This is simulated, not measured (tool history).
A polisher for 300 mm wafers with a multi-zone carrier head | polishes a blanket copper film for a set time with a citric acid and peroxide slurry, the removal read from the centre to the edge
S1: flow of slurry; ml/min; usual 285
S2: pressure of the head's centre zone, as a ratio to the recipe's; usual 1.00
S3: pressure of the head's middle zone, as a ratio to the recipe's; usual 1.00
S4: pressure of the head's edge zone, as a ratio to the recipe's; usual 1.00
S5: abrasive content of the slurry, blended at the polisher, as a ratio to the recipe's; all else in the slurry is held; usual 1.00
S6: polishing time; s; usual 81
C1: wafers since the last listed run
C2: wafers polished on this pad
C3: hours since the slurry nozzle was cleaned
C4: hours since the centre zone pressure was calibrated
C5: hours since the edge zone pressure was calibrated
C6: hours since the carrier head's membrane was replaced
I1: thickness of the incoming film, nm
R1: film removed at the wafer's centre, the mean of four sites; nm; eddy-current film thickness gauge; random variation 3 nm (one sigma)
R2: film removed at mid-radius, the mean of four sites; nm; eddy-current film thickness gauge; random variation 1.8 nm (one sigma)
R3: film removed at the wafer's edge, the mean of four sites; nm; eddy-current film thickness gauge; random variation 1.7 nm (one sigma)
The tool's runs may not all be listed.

{"run": 1, "hour": 0.0, "S1": 285, "S2": 1.0, "S3": 0.89, "S4": 1.0, "S5": 1.0, "S6": 81, "C1": 0, "C2": 959, "C3": 653.7, "C4": 579.9, "C5": 395.7, "C6": 463.6, "I1": 1066.5, "R1": 209.3, "R2": 204.2, "R3": 220.7}
{"run": 2, "hour": 68.2, "S1": 285, "S2": 1.0, "S3": 1.05, "S4": 1.0, "S5": 1.2, "S6": 81, "C1": 720, "C2": 1680, "C3": 721.9, "C4": 648.1, "C5": 463.9, "C6": 531.8, "I1": 1089.9, "R1": 226.5, "R2": 242.7, "R3": 230.1}
{"hour": 107.2, "done": "slurry nozzle cleaned"}
{"run": 3, "hour": 122.2, "S1": 225, "S2": 1.0, "S3": 1.0, "S4": 1.0, "S5": 1.0, "S6": 81, "C1": 560, "C2": 2240, "C3": 15.0, "C4": 702.1, "C5": 517.9, "C6": 585.8, "I1": 1072.6, "R1": 207.3, "R2": 217.5, "R3": 215.0}
{"run": 4, "hour": 170.4, "S1": 285, "S2": 1.08, "S3": 0.96, "S4": 1.0, "S5": 0.85, "S6": 58, "C1": 509, "C2": 2749, "C3": 63.2, "C4": 750.3, "C5": 566.1, "C6": 634.0, "I1": 1074.3, "R1": 158.2, "R2": 148.1, "R3": 149.1}
{"run": 5, "hour": 236.2, "S1": 210, "S2": 1.05, "S3": 1.0, "S4": 1.0, "S5": 1.0, "S6": 81, "C1": 695, "C2": 3445, "C3": 129.0, "C4": 816.1, "C5": 631.9, "C6": 699.8, "I1": 1096.0, "R1": 208.1, "R2": 216.6, "R3": 216.6}
{"run": 6, "hour": 284.8, "S1": 285, "S2": 0.96, "S3": 1.0, "S4": 1.0, "S5": 1.0, "S6": 63, "C1": 513, "C2": 3959, "C3": 177.6, "C4": 864.7, "C5": 680.5, "C6": 748.4, "I1": 1073.2, "R1": 157.0, "R2": 172.3, "R3": 173.0}
{"run": 7, "hour": 353.3, "S1": 285, "S2": 1.0, "S3": 1.07, "S4": 1.0, "S5": 1.0, "S6": 81, "C1": 724, "C2": 4683, "C3": 246.1, "C4": 933.2, "C5": 749.0, "C6": 816.9, "I1": 1098.4, "R1": 210.3, "R2": 236.6, "R3": 222.2}
{"run": 8, "hour": 429.0, "S1": 350, "S2": 1.0, "S3": 1.0, "S4": 1.0, "S5": 1.0, "S6": 81, "C1": 800, "C2": 5483, "C3": 321.8, "C4": 1008.9, "C5": 824.7, "C6": 892.6, "I1": 1092.7, "R1": 219.6, "R2": 229.7, "R3": 226.9}
{"run": 9, "hour": 515.3, "S1": 285, "S2": 1.0, "S3": 1.0, "S4": 1.0, "S5": 1.0, "S6": 81, "C1": 912, "C2": 6395, "C3": 408.1, "C4": 1095.2, "C5": 911.0, "C6": 978.9, "I1": 1060.3, "R1": 210.2, "R2": 222.9, "R3": 220.3}
{"hour": 537.3, "done": "worn pad replaced by a new one, of another model than before"}
{"run": 10, "hour": 552.6, "S1": 315, "S2": 1.0, "S3": 1.09, "S4": 1.0, "S5": 1.0, "S6": 81, "C1": 352, "C2": 161, "C3": 445.4, "C4": 1132.5, "C5": 948.3, "C6": 1016.2, "I1": 1092.6, "R1": 211.1, "R2": 247.3, "R3": 220.0}
{"hour": 599.7, "done": "centre zone pressure recalibrated"}
{"run": 11, "hour": 659.6, "S1": 365, "S2": 1.0, "S3": 1.04, "S4": 0.92, "S5": 1.0, "S6": 81, "C1": 1109, "C2": 1271, "C3": 552.4, "C4": 59.9, "C5": 1055.3, "C6": 1123.2, "I1": 1092.9, "R1": 228.4, "R2": 236.9, "R3": 219.7}
{"hour": 710.9, "done": "carrier head's membrane replaced by a new one"}
{"run": 12, "hour": 711.9, "S1": 285, "S2": 1.0, "S3": 1.0, "S4": 1.0, "S5": 1.0, "S6": 81, "C1": 500, "C2": 1771, "C3": 604.7, "C4": 112.2, "C5": 1107.6, "C6": 1.0, "I1": 1078.3, "R1": 225.6, "R2": 223.2, "R3": 216.9}
{"hour": 731.5, "done": "edge zone pressure recalibrated"}
{"run": 13, "hour": 759.1, "S1": 285, "S2": 1.0, "S3": 1.0, "S4": 1.0, "S5": 1.0, "S6": 81, "C1": 477, "C2": 2249, "C3": 651.9, "C4": 159.4, "C5": 27.6, "C6": 48.2, "I1": 1076.8, "R1": 219.3, "R2": 223.1, "R3": 220.2}
{"hour": 765.8, "done": "slurry nozzle cleaned"}
{"run": 14, "hour": 884.9, "S1": 285, "S2": 1.0, "S3": 0.94, "S4": 1.0, "S5": 1.1, "S6": 73, "C1": 1319, "C2": 3568, "C3": 119.1, "C4": 285.2, "C5": 153.4, "C6": 174.0, "I1": 1067.9, "R1": 207.4, "R2": 196.4, "R3": 205.3}
{"run": 15, "hour": 955.9, "S1": 285, "S2": 1.0, "S3": 0.94, "S4": 1.0, "S5": 1.0, "S6": 81, "C1": 750, "C2": 4319, "C3": 190.1, "C4": 356.2, "C5": 224.4, "C6": 245.0, "I1": 1075.9, "R1": 218.5, "R2": 209.7, "R3": 220.7}
{"run": 16, "hour": 1025.6, "S1": 285, "S2": 1.0, "S3": 1.0, "S4": 1.0, "S5": 1.0, "S6": 81, "C1": 736, "C2": 5055, "C3": 259.8, "C4": 425.9, "C5": 294.1, "C6": 314.7, "I1": 1100.5, "R1": 223.5, "R2": 224.2, "R3": 219.5}
{"run": 17, "hour": 1106.9, "S1": 285, "S2": 1.0, "S3": 1.07, "S4": 1.0, "S5": 1.0, "S6": 105, "C1": 859, "C2": 5915, "C3": 341.1, "C4": 507.2, "C5": 375.4, "C6": 396.0, "I1": 1073.0, "R1": 284.6, "R2": 306.9, "R3": 286.1}
{"run": 18, "hour": 1202.8, "S1": 285, "S2": 1.0, "S3": 0.94, "S4": 1.0, "S5": 1.0, "S6": 89, "C1": 1013, "C2": 6929, "C3": 437.0, "C4": 603.1, "C5": 471.3, "C6": 491.9, "I1": 1073.2, "R1": 246.5, "R2": 230.8, "R3": 244.6}
{"hour": 1243.7, "done": "worn pad replaced by a new one"}
{"run": 19, "hour": 1244.2, "S1": 285, "S2": 1.0, "S3": 1.0, "S4": 1.0, "S5": 1.25, "S6": 74, "C1": 395, "C2": 5, "C3": 478.4, "C4": 644.5, "C5": 512.7, "C6": 533.3, "I1": 1070.4, "R1": 212.3, "R2": 219.2, "R3": 215.0}
{"run": 20, "hour": 1281.1, "S1": 285, "S2": 1.0, "S3": 0.89, "S4": 1.0, "S5": 0.7, "S6": 62, "C1": 390, "C2": 395, "C3": 515.3, "C4": 681.4, "C5": 549.6, "C6": 570.2, "I1": 1077.5, "R1": 151.2, "R2": 138.8, "R3": 151.9}
{"run": 21, "hour": 1367.9, "S1": 235, "S2": 0.93, "S3": 1.0, "S4": 1.1, "S5": 1.0, "S6": 95, "C1": 917, "C2": 1313, "C3": 602.1, "C4": 768.2, "C5": 636.4, "C6": 657.0, "I1": 1092.3, "R1": 226.4, "R2": 251.6, "R3": 255.4}
{"run": 22, "hour": 1458.0, "S1": 285, "S2": 1.0, "S3": 1.0, "S4": 1.11, "S5": 1.0, "S6": 81, "C1": 952, "C2": 2265, "C3": 692.2, "C4": 858.3, "C5": 726.5, "C6": 747.1, "I1": 1077.3, "R1": 212.8, "R2": 224.5, "R3": 226.5}

Measured less the same run without the tool's hidden state. The same run-to-run variation is in both; the gauge's scatter may not be:
The hidden state here: removal rate lost through wear of the pad, %; slurry flow missing at the pad, %; deviation of the centre zone's pressure from its setpoint, %; deviation of the edge zone's pressure from its setpoint, %.
run=1 R1=-6.8
run=2 R1=-8.3
run=3 R1=-8.2
run=4 R1=-6.6
run=5 R1=-9.5
run=6 R1=-7.7
run=7 R1=-11.0
run=8 R1=-12.5
run=9 R1=-13.0
run=10 R1=-13.5
run=11 R1=+1.5
run=12 R1=+0.9
run=13 R1=+0.4
run=14 R1=-1.0
run=15 R1=-1.9
run=16 R1=-2.7
run=17 R1=-4.7
run=18 R1=-5.3
run=19 R1=-5.1
run=20 R1=-3.9
run=21 R1=-7.0
run=22 R1=-7.6
R2: within 0.1 nm of the measured result in every run.
R3: 0 in every run.

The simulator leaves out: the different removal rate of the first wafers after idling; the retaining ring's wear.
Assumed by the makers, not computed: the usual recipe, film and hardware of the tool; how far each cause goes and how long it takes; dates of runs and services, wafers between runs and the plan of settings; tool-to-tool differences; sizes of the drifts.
